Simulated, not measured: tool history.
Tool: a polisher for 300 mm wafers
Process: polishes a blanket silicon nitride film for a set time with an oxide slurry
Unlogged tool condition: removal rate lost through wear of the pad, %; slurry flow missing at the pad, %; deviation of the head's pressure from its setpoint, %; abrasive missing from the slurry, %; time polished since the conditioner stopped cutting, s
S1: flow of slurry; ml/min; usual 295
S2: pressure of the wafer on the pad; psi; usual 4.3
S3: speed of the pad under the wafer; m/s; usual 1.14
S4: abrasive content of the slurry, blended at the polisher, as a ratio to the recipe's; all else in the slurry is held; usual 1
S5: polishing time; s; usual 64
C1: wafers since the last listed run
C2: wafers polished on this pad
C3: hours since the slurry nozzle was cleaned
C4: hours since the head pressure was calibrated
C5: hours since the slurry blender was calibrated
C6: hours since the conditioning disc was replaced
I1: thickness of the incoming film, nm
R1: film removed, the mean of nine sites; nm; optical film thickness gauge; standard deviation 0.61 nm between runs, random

{"run": 1, "hour": 0.0, "S1": 295, "S2": 3.2, "S3": 1.14, "S4": 1, "S5": 64, "C1": 0, "C2": 2607, "C3": 553.8, "C4": 144.1, "C5": 289.7, "C6": 74.6, "I1": 366.2, "R1": 47.3}
{"hour": 46.1, "done": "worn pad replaced by a new one"}
{"run": 2, "hour": 70.6, "S1": 330, "S2": 4.3, "S3": 1.14, "S4": 0.85, "S5": 64, "C1": 942, "C2": 347, "C3": 624.4, "C4": 214.7, "C5": 360.3, "C6": 145.2, "I1": 371.9, "R1": 51.3}
{"hour": 117.2, "done": "slurry nozzle cleaned"}
{"run": 3, "hour": 123.0, "S1": 330, "S2": 4.3, "S3": 1.14, "S4": 0.85, "S5": 64, "C1": 727, "C2": 1074, "C3": 5.8, "C4": 267.1, "C5": 412.7, "C6": 197.6, "I1": 375.8, "R1": 55.5}
{"run": 4, "hour": 168.4, "S1": 295, "S2": 4.3, "S3": 1.14, "S4": 1, "S5": 64, "C1": 642, "C2": 1717, "C3": 51.2, "C4": 312.5, "C5": 458.1, "C6": 243, "I1": 376, "R1": 59.4}
{"hour": 199.3, "done": "slurry blender recalibrated"}
{"run": 5, "hour": 200.7, "S1": 295, "S2": 4.3, "S3": 1.14, "S4": 1, "S5": 64, "C1": 428, "C2": 2146, "C3": 83.5, "C4": 344.8, "C5": 1.4, "C6": 275.3, "I1": 377.4, "R1": 60.1}
{"run": 6, "hour": 270.1, "S1": 295, "S2": 4.3, "S3": 1.14, "S4": 1, "S5": 64, "C1": 982, "C2": 3128, "C3": 152.9, "C4": 414.2, "C5": 70.8, "C6": 344.7, "I1": 364.2, "R1": 58.9}
{"hour": 275.5, "done": "worn pad replaced by a new one"}
{"hour": 319.8, "done": "conditioning disc replaced and pad reconditioned"}
{"run": 7, "hour": 332.2, "S1": 260, "S2": 4.3, "S3": 1.14, "S4": 1.15, "S5": 64, "C1": 794, "C2": 774, "C3": 215, "C4": 476.3, "C5": 132.9, "C6": 12.4, "I1": 372.3, "R1": 61.4}
{"run": 8, "hour": 370.4, "S1": 260, "S2": 4.3, "S3": 1.14, "S4": 1.15, "S5": 64, "C1": 540, "C2": 1314, "C3": 253.2, "C4": 514.5, "C5": 171.1, "C6": 50.6, "I1": 365.7, "R1": 60.5}
{"run": 9, "hour": 435.2, "S1": 260, "S2": 4.3, "S3": 1.14, "S4": 1.15, "S5": 64, "C1": 917, "C2": 2232, "C3": 318, "C4": 579.3, "C5": 235.9, "C6": 115.4, "I1": 367, "R1": 60.4}
{"run": 10, "hour": 465.9, "S1": 295, "S2": 4.3, "S3": 1.14, "S4": 1, "S5": 64, "C1": 434, "C2": 2666, "C3": 348.7, "C4": 610, "C5": 266.6, "C6": 146.1, "I1": 368, "R1": 56.6}
{"run": 11, "hour": 501.3, "S1": 295, "S2": 4.3, "S3": 1.14, "S4": 1, "S5": 64, "C1": 501, "C2": 3167, "C3": 384.1, "C4": 645.4, "C5": 302, "C6": 181.5, "I1": 377, "R1": 55.9}
{"hour": 524.8, "done": "worn pad replaced by a new one"}
{"run": 12, "hour": 553.6, "S1": 295, "S2": 4.3, "S3": 1.14, "S4": 1, "S5": 64, "C1": 683, "C2": 408, "C3": 436.4, "C4": 697.7, "C5": 354.3, "C6": 233.8, "I1": 364.2, "R1": 56.6}
{"run": 13, "hour": 578.1, "S1": 365, "S2": 4.3, "S3": 1.14, "S4": 1.25, "S5": 64, "C1": 346, "C2": 755, "C3": 460.9, "C4": 722.2, "C5": 378.8, "C6": 258.3, "I1": 366, "R1": 66.5}
{"run": 14, "hour": 608.1, "S1": 295, "S2": 4.3, "S3": 1.14, "S4": 1, "S5": 64, "C1": 424, "C2": 1179, "C3": 490.9, "C4": 752.2, "C5": 408.8, "C6": 288.3, "I1": 372.1, "R1": 55.5}
{"hour": 637.1, "done": "conditioning disc replaced and pad reconditioned"}
{"hour": 652.9, "done": "head pressure recalibrated"}
{"hour": 662.2, "done": "slurry blender recalibrated"}
{"hour": 686.7, "done": "slurry nozzle cleaned"}
{"run": 15, "hour": 758.3, "S1": 295, "S2": 4.3, "S3": 1.14, "S4": 0.85, "S5": 43, "C1": 2026, "C2": 3206, "C3": 71.6, "C4": 105.4, "C5": 96.1, "C6": 121.2, "I1": 372.3, "R1": 37}
{"hour": 780.2, "done": "worn pad replaced by a new one"}
{"run": 16, "hour": 821.1, "S1": 295, "S2": 4.3, "S3": 1.14, "S4": 1, "S5": 64, "C1": 832, "C2": 579, "C3": 134.4, "C4": 168.2, "C5": 158.9, "C6": 184, "I1": 371, "R1": 61}
{"run": 17, "hour": 872.2, "S1": 325, "S2": 4.3, "S3": 1.14, "S4": 1, "S5": 64, "C1": 723, "C2": 1302, "C3": 185.5, "C4": 219.3, "C5": 210, "C6": 235.1, "I1": 371.1, "R1": 58.9}
{"run": 18, "hour": 896.7, "S1": 260, "S2": 4.3, "S3": 1.14, "S4": 1.15, "S5": 64, "C1": 346, "C2": 1649, "C3": 210, "C4": 243.8, "C5": 234.5, "C6": 259.6, "I1": 371, "R1": 62.2}
{"run": 19, "hour": 952.5, "S1": 295, "S2": 4.3, "S3": 1, "S4": 1, "S5": 64, "C1": 789, "C2": 2439, "C3": 265.8, "C4": 299.6, "C5": 290.3, "C6": 315.4, "I1": 376.4, "R1": 54.8}
{"run": 20, "hour": 1008.5, "S1": 295, "S2": 4.3, "S3": 0.96, "S4": 1, "S5": 64, "C1": 792, "C2": 3231, "C3": 321.8, "C4": 355.6, "C5": 346.3, "C6": 371.4, "I1": 373.4, "R1": 51.7}
{"hour": 1026.1, "done": "conditioning disc replaced and pad reconditioned"}
{"hour": 1059.5, "done": "worn pad replaced by a new one"}
{"run": 21, "hour": 1066.2, "S1": 260, "S2": 5.4, "S3": 1.14, "S4": 1, "S5": 64, "C1": 731, "C2": 94, "C3": 379.5, "C4": 413.3, "C5": 404, "C6": 40.1, "I1": 367, "R1": 65.2}
{"hour": 1077.8, "done": "slurry blender recalibrated"}
{"run": 22, "hour": 1127.1, "S1": 295, "S2": 4.3, "S3": 1.5, "S4": 1, "S5": 64, "C1": 833, "C2": 928, "C3": 440.4, "C4": 474.2, "C5": 49.3, "C6": 101, "I1": 362.4, "R1": 66.5}
{"run": 23, "hour": 1188.4, "S1": 350, "S2": 4.3, "S3": 1.14, "S4": 1, "S5": 71, "C1": 867, "C2": 1796, "C3": 501.7, "C4": 535.5, "C5": 110.6, "C6": 162.3, "I1": 365.5, "R1": 64.8}
{"run": 24, "hour": 1255.0, "S1": 385, "S2": 4.3, "S3": 1.14, "S4": 1, "S5": 77, "C1": 942, "C2": 2738, "C3": 568.3, "C4": 602.1, "C5": 177.2, "C6": 228.9, "I1": 362.5, "R1": 70.6}
{"run": 25, "hour": 1295.1, "S1": 400, "S2": 4.3, "S3": 1.14, "S4": 1, "S5": 64, "C1": 567, "C2": 3306, "C3": 608.4, "C4": 642.2, "C5": 217.3, "C6": 269, "I1": 370.5, "R1": 59.7}

Some steps in R1 between neighbouring runs. How much of each would the tool show without its hidden state too (settings, what came in, random variation), and how much is left for the hidden state, with any gauge scatter that isn't in both results?
Run 2 -> 3: slurry nozzle cleaned. R1 +4.2 nm: hidden state +3.3, all else +0.9.
Run 14 -> 15: S4 1 -> 0.85, S5 64 -> 43, conditioning disc replaced and pad reconditioned, head pressure recalibrated, slurry blender recalibrated, slurry nozzle cleaned. R1 -18.5 nm: hidden state +4.6, all else -23.1.
Run 15 -> 16: S4 0.85 -> 1, S5 43 -> 64, worn pad replaced by a new one. R1 +24 nm: hidden state -1, all else +25.
